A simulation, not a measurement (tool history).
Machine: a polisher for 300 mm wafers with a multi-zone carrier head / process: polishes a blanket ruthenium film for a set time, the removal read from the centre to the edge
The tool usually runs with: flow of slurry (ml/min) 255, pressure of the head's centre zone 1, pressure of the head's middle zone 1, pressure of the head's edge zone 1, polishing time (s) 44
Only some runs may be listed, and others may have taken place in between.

run     day  flow of slurry (ml/min)  pressure of the head's centre zone  pressure of the head's middle zone  pressure of the head's edge zone  polishing time (s)  wafers since the last listed run  wafers polished on this pad  hours since the slurry nozzle was cleaned  hours since the centre zone pressure was calibrated  hours since the edge zone pressure was calibrated  hours since the carrier head's membrane was replaced  incoming thickness of the incoming film, nm  film removed at the wafer's centre (Å)  film removed at mid-radius (Å)  film removed at the wafer's edge (Å)
  1       0                      255                                1.08                                   1                               1.1                  44                                 0                         2185                                      201.6                                                345.1                                              571.2                                                   0.5                                        403.3                                     585                             560                                   576
      0.858  -- worn pad replaced by a new one
  2   1.346                      255                                   1                                   1                                 1                  44                               279                          115                                      233.9                                                377.4                                              603.5                                                  32.8                                          402                                     559                             560                                   553
  3   2.742                      280                                   1                                0.91                               0.9                  44                               330                          446                                      267.4                                                410.9                                                637                                                  66.3                                        397.5                                     564                             524                                   527
  4   4.012                      255                                   1                                   1                                 1                  44                               301                          747                                      297.9                                                441.4                                              667.5                                                  96.8                                        399.9                                     545                             551                                   550
  5   4.958                      310                                   1                                   1                              0.93                  59                               224                          971                                      320.6                                                464.1                                              690.2                                                 119.5                                        397.9                                     759                             769                                   725
  6   5.667                      255                                   1                                   1                                 1                  44                               167                         1139                                      337.6                                                481.1                                              707.2                                                 136.5                                        400.4                                     554                             558                                   549
      5.754  -- edge zone pressure recalibrated
  7     6.9                      255                                   1                                   1                                 1                  44                               272                         1412                                      367.2                                                510.7                                               27.5                                                 166.1                                        400.8                                     550                             555                                   541
  8   7.962                      255                                0.97                                   1                              0.88                  52                               251                         1663                                      392.7                                                536.2                                                 53                                                 191.6                                        401.4                                     627                             649                                   608
  9   9.188                      255                                0.95                                   1                              0.96                  44                               290                         1954                                      422.1                                                565.6                                               82.4                                                   221                                        391.5                                     521                             559                                   532
 10   9.883                      305                                0.91                                1.03                                 1                  48                               164                         2119                                      438.8                                                582.3                                               99.1                                                 237.7                                          402                                     567                             637                                   606
     10.704  -- worn pad replaced by a new one
 11  11.125                      255                                   1                                   1                                 1                  44                               254                           99                                      468.6                                                612.1                                              128.9                                                 267.5                                        404.2                                     546                             543                                   532
 12  12.146                      255                                   1                                   1                                 1                  44                               241                          341                                      493.1                                                636.6                                              153.4                                                   292                                        399.5                                     547                             544                                   530
 13  13.129                      185                                   1                                   1                                 1                  33                               233                          574                                      516.7                                                660.2                                                177                                                 315.6                                        391.8                                     371                             388                                   386
 14  14.292                      200                                   1                                   1                                 1                  44                               275                          849                                      544.6                                                688.1                                              204.9                                                 343.5                                        397.7                                     514                             520                                   521
 15  15.162                      305                                1.04                                0.89                              1.09                  44                               206                         1056                                      565.5                                                  709                                              225.8                                                 364.4                                        395.9                                     564                             519                                   566
 16  15.783                      290                                1.11                                0.95                                 1                  55                               147                         1203                                      580.4                                                723.9                                              240.7                                                 379.3                                        400.2                                     740                             673                                   671
 17   16.85                      255                                   1                                0.95                                 1                  44                               252                         1455                                        606                                                749.5                                              266.3                                                 404.9                                        401.8                                     532                             534                                   531
     18.275  -- slurry nozzle cleaned
 18  18.296                      255                                   1                                   1                                 1                  44                               332                         1788                                        0.5                                                784.2                                                301                                                 439.6                                          405                                     569                             568                                   556
 19  19.733                      255                                   1                                   1                                 1                  44                               340                         2129                                         35                                                818.7                                              335.5                                                 474.1                                          406                                     565                             565                                   559
     19.988  -- worn pad replaced by a new one
 20  21.004                      255                                   1                                1.07                                 1                  44                               261                          241                                       65.5                                                849.2                                                366                                                 504.6                                        398.1                                     557                             596                                   554
 21  22.071                      255                                   1                                0.95                               0.9                  44                               252                          493                                       91.1                                                874.8                                              391.6                                                 530.2                                        398.5                                     562                             551                                   521
 22  23.304                      255                                1.12                                   1                              1.08                  44                               292                          786                                      120.7                                                904.4                                              421.2                                                 559.8                                        408.4                                     606                             570                                   574

Each row is a separate what-if for the run after 22, all from the same tool condition, not one after another. Results?
  A  23.321                      255                                   1                                   1                                 1                  44                                 3                          790                                      121.1                                                904.8                                              421.6                                                 560.2                                        400.5                                       ?                               ?                                     ?
  B  23.321                      255                                1.03                                0.94                                 1                  44                                 3                          790                                      121.1                                                904.8                                              421.6                                                 560.2                                        400.5                                       ?                               ?                                     ?
  C  23.321                      255                                   1                                   1                              0.93                  35                                 3                          790                                      121.1                                                904.8                                              421.6                                                 560.2                                        400.5                                       ?                               ?                                     ?
  D  23.321                      170                                1.07                                   1                                 1                  44                                 3                          790                                      121.1                                                904.8                                              421.6                                                 560.2                                        400.5                                       ?                               ?                                     ?

run  film removed at the wafer's centre (Å)  film removed at mid-radius (Å)  film removed at the wafer's edge (Å)
  A                                     556                             568                                   552
  B                                     568                             543                                   553
  C                                     442                             452                                   425
  D                                     542                             531                                   525
What these runs would have given with no unlogged condition in the tool:
run  film removed at the wafer's centre (Å)  film removed at mid-radius (Å)  film removed at the wafer's edge (Å)
  A                                     561                             573                                   556
  B                                     574                             547                                   556
  C                                     446                             456                                   428
  D                                     550                             538                                   530

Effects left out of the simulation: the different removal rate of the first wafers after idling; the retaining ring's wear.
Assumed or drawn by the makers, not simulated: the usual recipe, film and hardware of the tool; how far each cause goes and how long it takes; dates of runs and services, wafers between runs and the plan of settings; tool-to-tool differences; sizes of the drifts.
